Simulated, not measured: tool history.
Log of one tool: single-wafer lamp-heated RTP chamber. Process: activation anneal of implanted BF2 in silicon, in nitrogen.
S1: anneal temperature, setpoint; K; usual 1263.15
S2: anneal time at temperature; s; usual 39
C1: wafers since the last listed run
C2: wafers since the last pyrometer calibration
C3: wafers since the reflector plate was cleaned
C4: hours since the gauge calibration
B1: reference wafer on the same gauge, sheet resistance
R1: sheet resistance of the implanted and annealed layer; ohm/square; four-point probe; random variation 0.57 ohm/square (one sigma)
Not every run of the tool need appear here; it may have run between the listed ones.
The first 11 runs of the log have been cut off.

run   hour       S1  S2   C1    C2    C3     C4      B1      R1
 12  226.6  1263.15  39  261  8462   536  140.3  382.00  382.56
     237.0  -- pyrometer window cleaned and pyrometer calibrated
 13  241.1  1242.15  39   98    62   634  154.8  382.13  391.80
 14  250.5  1263.15  29  142   204   776  164.2  382.23  385.28
 15  268.5  1263.15  20  272   476  1048  182.2  382.50  385.43
 16  276.7  1263.15  20  124   600  1172  190.4  382.54  385.78
 17  292.6  1271.15  16  240   841  1413  206.3  382.70  385.91
 18  301.5  1263.15  39  134   975  1548  215.2  382.66  382.88
 19  318.2  1273.15  18  252  1228  1800  231.9  382.83  387.17
 20  327.6  1263.15  39  142  1370  1942  241.3  383.15  384.04
 21  334.4  1281.15  39  102  1473  2045  248.1  382.91  381.48
 22  342.8  1273.15  27  127  1600  2172  256.5  383.31  384.68
 23  359.0  1263.15  18  245  1845  2417  272.7  383.35  387.55
 24  369.8  1285.15  51  163  2008  2581  283.5  383.50  378.86
 25  376.0  1244.15  53   93  2102  2674  289.7  383.64  390.24
 26  382.6  1278.15  48   99  2202  2774  296.3  383.72  381.90
 27  394.9  1237.15  46  186  2388  2960  308.6  384.03  396.49
     402.8  -- gauge calibrated
 28  408.5  1280.15  26  205  2594  3166    5.7  382.53  382.87
 29  418.9  1291.15  26  157  2751  3323   16.1  382.28  383.38
 30  426.9  1237.15  19  121  2872  3444   24.1  382.28  401.01
 31  441.9  1280.15  33  226  3099  3671   39.1  382.38  381.28
 32  454.4  1246.15  39  189  3288  3860   51.6  382.50  388.65
 33  487.3  1271.15  32  497  3786  4358   84.5  382.53  383.75
 34  539.1  1233.15  26  783  4569  5141  136.3  382.67  402.41
 35  549.1  1263.15  39  151  4720  5293  146.3  382.69  384.21
 36  563.2  1263.15  39  213  4934  5506  160.4  383.02  383.61

Below are 5 alternative next runs, each starting from the tool's condition after run 36. Predict each:
  A  563.6  1263.15  21   6  4940  5512  160.8   ?   ?
  B  563.6  1249.15  39   6  4940  5512  160.8   ?   ?
  C  563.6  1292.15  39   6  4940  5512  160.8   ?   ?
  D  563.6  1263.15  51   6  4940  5512  160.8   ?   ?
  E  563.6  1285.15  28   6  4940  5512  160.8   ?   ?

run      B1      R1
  A  383.09  387.05
  B  383.09  388.55
  C  383.09  380.81
  D  383.09  382.46
  E  383.09  383.79
What these runs would have given with no unlogged condition in the tool:
run      R1
  A  386.08
  B  387.58
  C  379.85
  D  381.50
  E  382.82
